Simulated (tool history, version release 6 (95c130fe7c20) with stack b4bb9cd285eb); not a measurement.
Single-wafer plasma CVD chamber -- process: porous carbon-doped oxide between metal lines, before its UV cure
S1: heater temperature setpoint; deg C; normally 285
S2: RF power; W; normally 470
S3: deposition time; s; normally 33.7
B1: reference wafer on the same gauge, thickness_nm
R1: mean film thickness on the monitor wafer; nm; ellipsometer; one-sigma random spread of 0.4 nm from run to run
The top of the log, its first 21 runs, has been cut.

run,hour,S1,S2,S3,B1,R1
22,246.8,280,430,27.0,157.060,150.173
23,263.8,285,470,33.7,156.992,194.654
24,276.1,274,560,28.8,157.009,204.807
25,291.7,285,470,33.7,157.075,194.323
26,302.5,285,470,29.3,156.954,169.323
27,308.7,297,470,33.7,157.012,180.987
28,325.8,276,560,31.0,156.906,216.996
29,341.6,295,395,29.4,156.953,136.589
30,352.4,285,470,33.7,156.957,193.938
31,370.2,275,470,31.7,156.971,194.061
32,376.3,285,470,40.1,156.979,228.870
33,393.0,281,380,27.4,156.958,133.823
34,408.1,285,470,33.7,156.847,192.904
35,417.6,285,555,31.6,156.965,205.465

Alternative continuations, all from the tool just after run 35; predict every row:
A,418.0,278,470,33.7,?,?
B,418.0,285,540,33.7,?,?
C,418.0,294,430,36.8,?,?

run,B1,R1
A,156.949,201.708
B,156.949,214.398
C,156.949,183.845
Without the tool's unlogged condition, the same runs would have read:
run,R1
A,203.648
B,216.451
C,186.162
